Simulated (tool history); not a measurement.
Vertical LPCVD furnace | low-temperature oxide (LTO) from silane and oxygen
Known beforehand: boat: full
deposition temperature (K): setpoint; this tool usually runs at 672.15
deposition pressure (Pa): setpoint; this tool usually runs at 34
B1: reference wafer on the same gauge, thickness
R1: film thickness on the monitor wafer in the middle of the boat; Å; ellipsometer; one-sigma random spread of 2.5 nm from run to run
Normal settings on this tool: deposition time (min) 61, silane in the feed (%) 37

{"run": 1, "hour": 0.0, "deposition temperature (K)": 672.15, "deposition pressure (Pa)": 34, "deposition time (min)": 61, "silane in the feed (%)": 37, "B1": 636.91, "R1": 6325.1}
{"run": 2, "hour": 107.2, "deposition temperature (K)": 672.15, "deposition pressure (Pa)": 34, "deposition time (min)": 61, "silane in the feed (%)": 37, "B1": 641.85, "R1": 6356.9}
{"run": 3, "hour": 120.0, "deposition temperature (K)": 672.15, "deposition pressure (Pa)": 34, "deposition time (min)": 61, "silane in the feed (%)": 37, "B1": 641.86, "R1": 6387.6}
{"run": 4, "hour": 133.0, "deposition temperature (K)": 672.15, "deposition pressure (Pa)": 38, "deposition time (min)": 61, "silane in the feed (%)": 33, "B1": 642.46, "R1": 6123.2}
{"run": 5, "hour": 167.8, "deposition temperature (K)": 672.15, "deposition pressure (Pa)": 34, "deposition time (min)": 75, "silane in the feed (%)": 37, "B1": 642.67, "R1": 7837.9}
{"run": 6, "hour": 180.7, "deposition temperature (K)": 672.15, "deposition pressure (Pa)": 34, "deposition time (min)": 75, "silane in the feed (%)": 37, "B1": 643.24, "R1": 7810.6}
{"run": 7, "hour": 211.1, "deposition temperature (K)": 672.15, "deposition pressure (Pa)": 34, "deposition time (min)": 61, "silane in the feed (%)": 37, "B1": 643.31, "R1": 6341.8}
{"run": 8, "hour": 233.6, "deposition temperature (K)": 672.15, "deposition pressure (Pa)": 34, "deposition time (min)": 61, "silane in the feed (%)": 37, "B1": 643.95, "R1": 6408.4}
{"hour": 259.4, "done": "thermocouples replaced and temperature profile calibrated"}
{"run": 9, "hour": 266.6, "deposition temperature (K)": 672.15, "deposition pressure (Pa)": 34, "deposition time (min)": 77.5, "silane in the feed (%)": 37, "B1": 644.61, "R1": 8169}
{"run": 10, "hour": 290.0, "deposition temperature (K)": 672.15, "deposition pressure (Pa)": 34, "deposition time (min)": 61, "silane in the feed (%)": 37, "B1": 644.55, "R1": 6389.2}
{"hour": 335.2, "done": "pressure gauge zeroed"}
{"run": 11, "hour": 335.7, "deposition temperature (K)": 672.15, "deposition pressure (Pa)": 34, "deposition time (min)": 61, "silane in the feed (%)": 37, "B1": 644.83, "R1": 6385.7}
{"run": 12, "hour": 340.3, "deposition temperature (K)": 672.15, "deposition pressure (Pa)": 34, "deposition time (min)": 61, "silane in the feed (%)": 37, "B1": 644.99, "R1": 6390.2}
{"run": 13, "hour": 349.3, "deposition temperature (K)": 672.15, "deposition pressure (Pa)": 34, "deposition time (min)": 61, "silane in the feed (%)": 37, "B1": 644.67, "R1": 6391.9}
{"run": 14, "hour": 372.3, "deposition temperature (K)": 672.15, "deposition pressure (Pa)": 34, "deposition time (min)": 61, "silane in the feed (%)": 37, "B1": 645.36, "R1": 6410.4}
{"run": 15, "hour": 398.1, "deposition temperature (K)": 662.15, "deposition pressure (Pa)": 34, "deposition time (min)": 76, "silane in the feed (%)": 43, "B1": 645.11, "R1": 8488.9}
{"run": 16, "hour": 430.5, "deposition temperature (K)": 678.15, "deposition pressure (Pa)": 34, "deposition time (min)": 61, "silane in the feed (%)": 37, "B1": 646, "R1": 6839.7}
{"run": 17, "hour": 462.8, "deposition temperature (K)": 678.15, "deposition pressure (Pa)": 30, "deposition time (min)": 49.5, "silane in the feed (%)": 31, "B1": 645.58, "R1": 3851.9}
{"hour": 478.2, "done": "gauge calibrated"}
{"run": 18, "hour": 480.3, "deposition temperature (K)": 682.15, "deposition pressure (Pa)": 34, "deposition time (min)": 39.5, "silane in the feed (%)": 43, "B1": 633.72, "R1": 5449.8}
{"run": 19, "hour": 510.7, "deposition temperature (K)": 672.15, "deposition pressure (Pa)": 34, "deposition time (min)": 61, "silane in the feed (%)": 37, "B1": 635.78, "R1": 6271.9}
{"hour": 539.5, "done": "silane flow controller replaced"}
{"run": 20, "hour": 540.0, "deposition temperature (K)": 672.15, "deposition pressure (Pa)": 34, "deposition time (min)": 61, "silane in the feed (%)": 37, "B1": 638.07, "R1": 6372}
{"run": 21, "hour": 559.2, "deposition temperature (K)": 672.15, "deposition pressure (Pa)": 34, "deposition time (min)": 61, "silane in the feed (%)": 37, "B1": 638.89, "R1": 6327.9}
{"run": 22, "hour": 586.8, "deposition temperature (K)": 672.15, "deposition pressure (Pa)": 34, "deposition time (min)": 61, "silane in the feed (%)": 37, "B1": 639.91, "R1": 6314}
{"run": 23, "hour": 599.2, "deposition temperature (K)": 672.15, "deposition pressure (Pa)": 34, "deposition time (min)": 61, "silane in the feed (%)": 37, "B1": 640.75, "R1": 6345.9}
{"run": 24, "hour": 615.9, "deposition temperature (K)": 672.15, "deposition pressure (Pa)": 34, "deposition time (min)": 61, "silane in the feed (%)": 40, "B1": 641.66, "R1": 7002}
{"run": 25, "hour": 640.8, "deposition temperature (K)": 672.15, "deposition pressure (Pa)": 28, "deposition time (min)": 40.5, "silane in the feed (%)": 37, "B1": 641.98, "R1": 3494}
{"run": 26, "hour": 675.1, "deposition temperature (K)": 666.15, "deposition pressure (Pa)": 34, "deposition time (min)": 61, "silane in the feed (%)": 30, "B1": 642.8, "R1": 4449.1}
{"run": 27, "hour": 691.6, "deposition temperature (K)": 672.15, "deposition pressure (Pa)": 34, "deposition time (min)": 61, "silane in the feed (%)": 35, "B1": 643.71, "R1": 5923}
{"run": 28, "hour": 713.5, "deposition temperature (K)": 666.15, "deposition pressure (Pa)": 34, "deposition time (min)": 85, "silane in the feed (%)": 37, "B1": 643.76, "R1": 8334.3}

What if the next run were any one of these 4? Each begins from the tool's condition after run 28:
{"run": "A", "hour": 718.2, "deposition temperature (K)": 672.15, "deposition pressure (Pa)": 34, "deposition time (min)": 61, "silane in the feed (%)": 37, "B1": "?", "R1": "?"}
{"run": "B", "hour": 718.2, "deposition temperature (K)": 672.15, "deposition pressure (Pa)": 34, "deposition time (min)": 61, "silane in the feed (%)": 31, "B1": "?", "R1": "?"}
{"run": "C", "hour": 718.2, "deposition temperature (K)": 661.15, "deposition pressure (Pa)": 34, "deposition time (min)": 61, "silane in the feed (%)": 37, "B1": "?", "R1": "?"}
{"run": "D", "hour": 718.2, "deposition temperature (K)": 668.15, "deposition pressure (Pa)": 34, "deposition time (min)": 79, "silane in the feed (%)": 37, "B1": "?", "R1": "?"}

run=A B1=644.16 R1=6403.6
run=B B1=644.16 R1=5028.4
run=C B1=644.16 R1=5637.7
run=D B1=644.16 R1=7922.9
Take away the tool's hidden state, keep each run's random variation, and the runs would have read:
run=A R1=6315.4
run=B R1=4959.1
run=C R1=5560
run=D R1=7813.7
